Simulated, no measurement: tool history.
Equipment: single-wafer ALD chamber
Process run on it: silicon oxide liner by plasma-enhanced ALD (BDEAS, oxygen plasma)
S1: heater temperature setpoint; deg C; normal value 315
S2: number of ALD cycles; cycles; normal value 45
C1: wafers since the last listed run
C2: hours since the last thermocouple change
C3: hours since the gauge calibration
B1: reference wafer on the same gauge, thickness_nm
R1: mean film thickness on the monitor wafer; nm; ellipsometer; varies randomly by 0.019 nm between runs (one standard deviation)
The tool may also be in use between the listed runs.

run     day   S1  S2   C1      C2      C3     B1     R1
  1       0  315  45    0  1631.6   465.8  4.053  4.202
  2   2.554  315  45  359  1692.9   527.1  4.054  4.186
  3   4.871  315  45  326  1748.5   582.7  4.059  4.243
  4  11.021  315  45  866  1896.1   730.3  4.056  4.217
  5  12.554  315  45  216  1932.9   767.1  4.054  4.254
  6  13.654  310  39  154  1959.3   793.5  4.057  3.695
  7  16.346  310  39  379  2023.9   858.1  4.061  3.703
  8  17.388  315  45  146  2048.9   883.1  4.059  4.217
  9  19.625  315  45  315  2102.6   936.8  4.055  4.191
 10  21.058  323  38  201    2137   971.2  4.057  3.558
       22.3  -- thermocouple changed; heater temperature recalibrated
 11  23.267  303  39  264    23.2  1024.2  4.061  3.696
 12  24.775  315  50  212    59.4  1060.4  4.052  4.724
     26.838  -- gauge calibrated
 13  27.092  300  41  326     115     6.1  4.065  3.919
 14  29.092  315  45  281     163    54.1  4.057  4.245
 15  30.838  320  54  245   204.9      96   4.07  5.069
 16  33.254  315  45  340   262.9     154  4.066  4.214
 17  34.458  315  45  169   291.8   182.9  4.056  4.193
 18    36.9  329  53  344   350.4   241.5  4.057  4.896
 19  38.483  315  39  223   388.4   279.5  4.059   3.65
 20  41.262  306  49  391   455.1   346.2  4.059  4.659

Below are 4 alternative next runs, each starting from the tool's condition after run 20. Predict each:
  A  41.283  307  45   2  455.6  346.7   ?   ?
  B  41.283  308  49   2  455.6  346.7   ?   ?
  C  41.283  325  40   2  455.6  346.7   ?   ?
  D  41.283  322  42   2  455.6  346.7   ?   ?

run     B1     R1
  A  4.056  4.257
  B  4.056   4.63
  C  4.056    3.7
  D  4.056    3.9
Without the tool's hidden state the same runs would have given:
run     R1
  A  4.257
  B   4.63
  C    3.7
  D    3.9
